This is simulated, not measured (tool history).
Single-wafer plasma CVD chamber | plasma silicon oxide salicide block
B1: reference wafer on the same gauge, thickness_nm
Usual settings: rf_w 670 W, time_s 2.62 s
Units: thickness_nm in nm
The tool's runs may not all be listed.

{"run": 1, "day": 0.0, "rf_w": 765, "time_s": 2.62, "B1": 22.301, "thickness_nm": 26.104}
{"run": 2, "day": 3.704, "rf_w": 670, "time_s": 2.62, "B1": 22.301, "thickness_nm": 25.439}
{"run": 3, "day": 7.971, "rf_w": 670, "time_s": 2.62, "B1": 22.298, "thickness_nm": 25.451}
{"run": 4, "day": 9.758, "rf_w": 670, "time_s": 2.62, "B1": 22.295, "thickness_nm": 25.398}
{"run": 5, "day": 13.354, "rf_w": 670, "time_s": 2.62, "B1": 22.296, "thickness_nm": 25.51}
{"run": 6, "day": 15.333, "rf_w": 670, "time_s": 2.62, "B1": 22.286, "thickness_nm": 25.431}
{"run": 7, "day": 19.583, "rf_w": 670, "time_s": 2.62, "B1": 22.304, "thickness_nm": 25.395}
{"run": 8, "day": 21.962, "rf_w": 670, "time_s": 2.96, "B1": 22.31, "thickness_nm": 28.681}
{"run": 9, "day": 32.95, "rf_w": 670, "time_s": 2.96, "B1": 22.305, "thickness_nm": 28.76}
{"run": 10, "day": 36.025, "rf_w": 670, "time_s": 2.96, "B1": 22.302, "thickness_nm": 28.601}
{"day": 38.917, "done": "showerhead replaced"}
{"day": 39.604, "done": "gauge calibrated"}
{"run": 11, "day": 40.371, "rf_w": 640, "time_s": 2.62, "B1": 22.303, "thickness_nm": 25.029}
{"run": 12, "day": 42.108, "rf_w": 565, "time_s": 2.62, "B1": 22.295, "thickness_nm": 24.692}
{"run": 13, "day": 45.433, "rf_w": 715, "time_s": 2.47, "B1": 22.305, "thickness_nm": 24.253}
{"run": 14, "day": 47.721, "rf_w": 740, "time_s": 3.13, "B1": 22.306, "thickness_nm": 30.738}
{"run": 15, "day": 51.129, "rf_w": 800, "time_s": 2.19, "B1": 22.296, "thickness_nm": 21.76}
{"run": 16, "day": 54.112, "rf_w": 670, "time_s": 3.14, "B1": 22.295, "thickness_nm": 30.456}
{"run": 17, "day": 56.667, "rf_w": 670, "time_s": 2.62, "B1": 22.291, "thickness_nm": 25.317}
{"day": 57.488, "done": "RF generator calibrated"}
{"run": 18, "day": 58.183, "rf_w": 715, "time_s": 2.48, "B1": 22.3, "thickness_nm": 24.532}
{"run": 19, "day": 61.9, "rf_w": 745, "time_s": 3.12, "B1": 22.31, "thickness_nm": 31.112}
{"run": 20, "day": 65.817, "rf_w": 580, "time_s": 2.62, "B1": 22.306, "thickness_nm": 24.953}
{"run": 21, "day": 69.538, "rf_w": 670, "time_s": 2.62, "B1": 22.288, "thickness_nm": 25.551}
{"run": 22, "day": 72.117, "rf_w": 730, "time_s": 2.14, "B1": 22.299, "thickness_nm": 21.122}
{"run": 23, "day": 73.771, "rf_w": 670, "time_s": 2.62, "B1": 22.298, "thickness_nm": 25.538}
{"run": 24, "day": 75.471, "rf_w": 590, "time_s": 2.21, "B1": 22.301, "thickness_nm": 21.175}

4 ways to go on from here, each from the tool as it stands after run 24. What would each give?
{"run": "A", "day": 75.488, "rf_w": 670, "time_s": 2.62, "B1": "?", "thickness_nm": "?"}
{"run": "B", "day": 75.488, "rf_w": 625, "time_s": 2.91, "B1": "?", "thickness_nm": "?"}
{"run": "C", "day": 75.488, "rf_w": 725, "time_s": 2.32, "B1": "?", "thickness_nm": "?"}
{"run": "D", "day": 75.488, "rf_w": 775, "time_s": 2.62, "B1": "?", "thickness_nm": "?"}

run=A B1=22.292 thickness_nm=25.559
run=B B1=22.292 thickness_nm=28.064
run=C B1=22.292 thickness_nm=22.94
run=D B1=22.292 thickness_nm=26.213
Without the tool's hidden state the same runs would have given:
run=A thickness_nm=25.721
run=B thickness_nm=28.241
run=C thickness_nm=23.085
run=D thickness_nm=26.379
